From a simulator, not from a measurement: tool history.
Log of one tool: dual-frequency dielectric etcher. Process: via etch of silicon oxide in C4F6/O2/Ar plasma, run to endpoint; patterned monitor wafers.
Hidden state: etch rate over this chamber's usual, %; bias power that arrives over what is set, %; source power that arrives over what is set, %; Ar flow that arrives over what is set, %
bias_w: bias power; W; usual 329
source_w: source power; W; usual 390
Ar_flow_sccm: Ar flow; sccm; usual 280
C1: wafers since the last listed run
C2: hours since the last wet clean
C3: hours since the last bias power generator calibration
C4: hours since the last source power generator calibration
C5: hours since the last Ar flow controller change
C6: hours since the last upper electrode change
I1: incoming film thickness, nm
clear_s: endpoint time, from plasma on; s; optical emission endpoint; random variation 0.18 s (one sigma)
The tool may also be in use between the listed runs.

Run 1, hour 0: usual settings but bias_w 297 W; C1 0; C2 295.6; C3 1886.8; C4 1381.4; C5 2482.8; C6 4561.3; I1 77.1. Result: clear_s 23.6 s.
At hour 63.7: wet clean of the chamber.
Run 2, hour 95.5: usual settings but bias_w 297 W; C1 1306; C2 31.8; C3 1982.3; C4 1476.9; C5 2578.3; C6 4656.8; I1 76.2. Result: clear_s 23.2 s.
Run 3, hour 202.4: usual settings but bias_w 265 W; C1 1953; C2 138.7; C3 2089.2; C4 1583.8; C5 2685.2; C6 4763.7; I1 76.8. Result: clear_s 24.3 s.
Run 4, hour 238.8: usual settings but bias_w 265 W; C1 665; C2 175.1; C3 2125.6; C4 1620.2; C5 2721.6; C6 4800.1; I1 77.6. Result: clear_s 24.7 s.
Run 5, hour 319.1: usual settings but bias_w 265 W; C1 1467; C2 255.4; C3 2205.9; C4 1700.5; C5 2801.9; C6 4880.4; I1 75.8. Result: clear_s 23.8 s.
At hour 384: wet clean of the chamber.
Run 6, hour 386.7: usual settings; C1 796; C2 2.7; C3 2273.5; C4 1768.1; C5 2869.5; C6 4948; I1 76.8. Result: clear_s 22.3 s.
Run 7, hour 461.7: usual settings; C1 1370; C2 77.7; C3 2348.5; C4 1843.1; C5 2944.5; C6 5023; I1 76.6. Result: clear_s 22.2 s.
At hour 475.9: bias power generator calibrated.
At hour 542: source power generator calibrated.
At hour 586: upper electrode replaced.
At hour 761.1: wet clean of the chamber.
Run 8, hour 761.6: usual settings; C1 4456; C2 0.5; C3 285.7; C4 219.6; C5 3244.4; C6 175.6; I1 75.8. Result: clear_s 21.8 s.
Run 9, hour 825.3: usual settings; C1 1163; C2 64.2; C3 349.4; C4 283.3; C5 3308.1; C6 239.3; I1 76.3. Result: clear_s 22.3 s.
Run 10, hour 872.8: usual settings but source_w 480 W, Ar_flow_sccm 260 sccm; C1 867; C2 111.7; C3 396.9; C4 330.8; C5 3355.6; C6 286.8; I1 76.9. Result: clear_s 20.4 s.
At hour 908.8: Ar flow controller replaced.
Run 11, hour 927.6: usual settings but bias_w 371 W, source_w 320 W; C1 891; C2 166.5; C3 451.7; C4 385.6; C5 18.8; C6 341.6; I1 75.5. Result: clear_s 22.7 s.
Run 12, hour 1035.2: usual settings but source_w 460 W, Ar_flow_sccm 213 sccm; C1 1965; C2 274.1; C3 559.3; C4 493.2; C5 126.4; C6 449.2; I1 76.3. Result: clear_s 20 s.
Run 13, hour 1086: usual settings; C1 928; C2 324.9; C3 610.1; C4 544; C5 177.2; C6 500; I1 77.5. Result: clear_s 22.2 s.
At hour 1126.4: wet clean of the chamber.
Run 14, hour 1177.1: usual settings but bias_w 255 W, Ar_flow_sccm 252 sccm; C1 1225; C2 50.7; C3 701.2; C4 635.1; C5 268.3; C6 591.1; I1 77.1. Result: clear_s 24.4 s.

Hidden state at the last listed run before each entry between runs and at the first one after, where it differs:
Between runs 1 and 2: wet clean of the chamber (hour 63.7)
  no hidden state differs between the two runs
Between runs 5 and 6: wet clean of the chamber (hour 384)
  no hidden state differs between the two runs
Between runs 7 and 8: bias power generator calibrated (hour 475.9); source power generator calibrated (hour 542); upper electrode replaced (hour 586); wet clean of the chamber (hour 761.1)
  no hidden state differs between the two runs
Between runs 10 and 11: Ar flow controller replaced (hour 908.8)
  no hidden state differs between the two runs
Between runs 13 and 14: wet clean of the chamber (hour 1126.4)
  no hidden state differs between the two runs
